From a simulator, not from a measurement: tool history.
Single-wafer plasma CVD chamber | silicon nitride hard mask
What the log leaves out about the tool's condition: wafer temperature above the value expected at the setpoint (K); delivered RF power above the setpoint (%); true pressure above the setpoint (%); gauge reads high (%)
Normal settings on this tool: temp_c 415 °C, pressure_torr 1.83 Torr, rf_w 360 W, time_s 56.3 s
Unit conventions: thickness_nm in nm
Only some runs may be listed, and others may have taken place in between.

run	day	temp_c	pressure_torr	rf_w	time_s	wafers since the last listed run	hours since the last thermocouple change	hours since the last RF generator calibration	hours since the last manometer calibration	hours since the showerhead was replaced	hours since the gauge calibration	read-back reference wafer on the same gauge, thickness_nm	thickness_nm
1	0	415	1.83	360	56.3	0	1644.1	1318.1	2238.9	5048	95.7	77.754	74.636
2	2.962	415	1.83	360	56.3	861	1715.2	1389.2	2310	5119.1	166.8	77.836	74.641
3	3.85	415	1.83	360	56.3	258	1736.5	1410.5	2331.3	5140.4	188.1	77.758	74.68
4	5.258	415	1.83	360	56.3	409	1770.3	1444.3	2365.1	5174.2	221.9	77.807	74.261
5	6.458	415	1.83	360	47.6	348	1799.1	1473.1	2393.9	5203	250.7	77.74	62.914
6	7.812	415	1.83	360	47.6	393	1831.6	1505.6	2426.4	5235.5	283.2	77.782	62.814
7	8.771	415	1.83	360	56.3	278	1854.6	1528.6	2449.4	5258.5	306.2	77.813	74.242
8	9.292	415	1.83	360	56.3	151	1867.1	1541.1	2461.9	5271	318.7	77.806	74.345
9	10.158	415	1.83	360	52.2	252	1887.9	1561.9	2482.7	5291.8	339.5	77.757	68.892
# day 11.421: gauge calibrated
# day 12.6: capacitance manometer re-zeroed and calibrated
10	13.804	415	1.83	360	52.2	963	1975.4	1649.4	28.9	5379.3	57.2	77.78	69.858
11	14.688	415	1.83	360	52.2	256	1996.6	1670.6	50.1	5400.5	78.4	77.871	69.654
# day 17.158: thermocouple changed; heater temperature recalibrated
12	17.183	429	1.83	360	62.3	628	0.6	1730.5	110	5460.4	138.3	77.876	82.646
# day 18.258: showerhead replaced
# day 18.317: RF generator calibrated
13	18.338	407	2.17	360	65.2	221	28.3	0.5	137.7	1.9	166	77.792	94.157
14	18.683	415	1.68	360	56.3	100	36.6	8.8	146	10.2	174.3	77.813	75.98
15	19.383	424	1.51	420	61.6	203	53.4	25.6	162.8	27	191.1	77.744	88.314
16	19.904	426	1.4	290	63.6	151	65.9	38.1	175.3	39.5	203.6	77.798	70.891
17	20.667	415	1.68	360	56.3	221	84.2	56.4	193.6	57.8	221.9	77.821	76.047
18	21.3	421	1.83	360	65.2	184	99.4	71.6	208.8	73	237.1	77.829	89.704
19	22.388	415	1.83	320	56.3	316	125.5	97.7	234.9	99.1	263.2	77.793	72.088
20	22.942	415	1.4	300	52.8	161	138.8	111	248.2	112.4	276.5	77.782	60.332
21	23.558	415	2.04	305	56.3	179	153.6	125.8	263	127.2	291.3	77.827	71.739
# day 24.238: gauge calibrated
22	25.012	415	1.83	360	56.3	422	188.5	160.7	297.9	162.1	18.6	77.84	77.572

Below are 5 alternative next runs, each starting from the tool's condition after run 22. Predict each:
A	25.029	415	1.83	425	56.3	4	188.9	161.1	298.3	162.5	19	?	?
B	25.029	415	1.66	360	56.3	4	188.9	161.1	298.3	162.5	19	?	?
C	25.029	415	1.83	360	67.5	4	188.9	161.1	298.3	162.5	19	?	?
D	25.029	415	2.25	360	56.3	4	188.9	161.1	298.3	162.5	19	?	?
E	25.029	415	1.83	385	56.3	4	188.9	161.1	298.3	162.5	19	?	?

run	read-back reference wafer on the same gauge, thickness_nm	thickness_nm
A	77.783	85.625
B	77.783	75.66
C	77.783	92.986
D	77.783	81.635
E	77.783	80.848
With the hidden condition removed and each run's random variation left untouched, the same runs would have given:
run	thickness_nm
A	85.939
B	75.965
C	93.361
D	81.971
E	81.174
